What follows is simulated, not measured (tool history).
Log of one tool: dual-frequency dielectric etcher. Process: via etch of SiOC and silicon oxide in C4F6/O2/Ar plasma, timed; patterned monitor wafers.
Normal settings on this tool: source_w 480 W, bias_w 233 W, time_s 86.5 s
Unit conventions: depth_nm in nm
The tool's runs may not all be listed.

run	hour	source_w	bias_w	time_s	read-back reference wafer on the same gauge, depth_nm	depth_nm
1	0.0	530	233	86.5	130.0	119.5
2	50.1	480	233	86.5	130.1	112.1
# hour 102.8: wet clean of the chamber
3	103.3	480	233	86.5	130.0	112.2
4	146.2	480	233	103.5	130.0	133.9
5	190.2	480	233	86.5	130.0	112.0
6	247.3	480	233	86.5	130.0	112.3
7	277.8	480	233	86.5	129.9	112.4
8	323.5	480	233	86.5	129.9	112.0
9	357.0	480	233	105.5	129.9	137.2
10	425.4	480	233	105.5	130.1	137.4
# hour 467.5: upper electrode replaced
11	468.0	480	233	86.5	129.9	112.2
# hour 495.6: source power generator calibrated
12	524.1	480	233	86.5	130.0	112.4
13	588.6	480	233	86.5	130.0	112.3
# hour 667.5: wet clean of the chamber
14	668.0	410	279	64.0	130.0	79.9

The next listed run, before its measurement:
15	711.4	480	233	86.5	?	?

Logged for run 15: read-back reference wafer on the same gauge, depth_nm 130.1, depth_nm 112.8 nm.
With no hidden state in the tool, this same run would have given depth_nm 112.8 nm.
